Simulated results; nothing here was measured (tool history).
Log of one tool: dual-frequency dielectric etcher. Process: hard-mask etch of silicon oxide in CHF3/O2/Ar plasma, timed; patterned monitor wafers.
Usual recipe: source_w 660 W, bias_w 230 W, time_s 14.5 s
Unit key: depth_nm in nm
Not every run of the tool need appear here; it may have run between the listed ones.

run,hour,source_w,bias_w,time_s,"read-back reference wafer on the same gauge, depth_nm",depth_nm
1,0.0,660,230,14.5,26.81,28.61
2,74.7,660,230,14.5,26.79,28.63
3,140.5,660,230,14.5,26.78,28.66
4,191.6,660,230,14.5,26.77,28.69
5,224.2,660,230,14.5,26.76,28.40
6,282.2,660,230,14.5,26.76,28.55
7,341.4,660,230,14.5,26.74,28.49
8,369.0,530,287,16.0,26.71,33.56
9,403.0,660,230,18.5,26.71,36.41
10,455.4,790,203,11.5,26.70,21.89
11,516.5,660,230,14.5,26.69,28.58
12,548.5,660,208,14.5,26.66,26.73
13,612.1,520,270,10.5,26.64,21.39
14,677.1,750,273,16.5,26.60,36.85
15,733.5,660,230,17.5,26.58,33.90
16,811.7,660,230,14.5,26.53,28.23
17,843.7,660,285,12.0,26.50,26.26
18,898.9,660,230,14.5,26.47,28.34
19,961.4,780,205,17.0,26.44,32.24
20,1018.6,660,254,14.5,26.40,29.80
21,1055.1,660,230,14.5,26.37,28.03
22,1123.6,750,230,14.5,26.31,28.95
23,1173.4,620,185,14.5,26.26,24.36
24,1235.5,760,230,16.5,26.21,32.87
25,1321.9,660,230,14.5,26.13,27.63
26,1361.2,660,208,14.5,26.11,26.35
27,1427.1,720,230,14.5,26.02,28.36
28,1491.0,620,230,12.0,25.99,22.69
29,1524.7,530,197,18.0,25.93,29.79
30,1569.0,790,279,18.5,27.07,42.71

Between the runs listed above, the log contained 7 entries, not reproduced here. Where in the sequence does each belong, and how does what the log doesn't record of the tool's condition differ from the listed run before to the listed run after?
After run 3, before run 4: wet clean of the chamber (hour 170.6)
  gauge reads high (%): -0.805 -> -0.84
  measured less the result without the state, depth_nm: -0.23 -> -0.25 nm
After run 4, before run 5: source power generator calibrated (hour 204.3)
  gauge reads high (%): -0.84 -> -0.866
  measured less the result without the state, depth_nm: -0.25 -> -0.25 nm
After run 10, before run 11: bias power generator calibrated (hour 516.0)
  gauge reads high (%): -1.12 -> -1.21
  measured less the result without the state, depth_nm: -0.25 -> -0.35 nm
After run 14, before run 15: wet clean of the chamber (hour 733.0)
  gauge reads high (%): -1.48 -> -1.59
  measured less the result without the state, depth_nm: -0.56 -> -0.55 nm
After run 15, before run 16: upper electrode replaced (hour 811.2)
  gauge reads high (%): -1.59 -> -1.76
  measured less the result without the state, depth_nm: -0.55 -> -0.51 nm
After run 24, before run 25: wet clean of the chamber (hour 1321.4)
  gauge reads high (%): -2.92 -> -3.2
  measured less the result without the state, depth_nm: -0.99 -> -0.91 nm
After run 29, before run 30: gauge calibrated (hour 1567.6)
  gauge reads high (%): -3.95 -> 0.318
  measured less the result without the state, depth_nm: -1.22 -> +0.14 nm

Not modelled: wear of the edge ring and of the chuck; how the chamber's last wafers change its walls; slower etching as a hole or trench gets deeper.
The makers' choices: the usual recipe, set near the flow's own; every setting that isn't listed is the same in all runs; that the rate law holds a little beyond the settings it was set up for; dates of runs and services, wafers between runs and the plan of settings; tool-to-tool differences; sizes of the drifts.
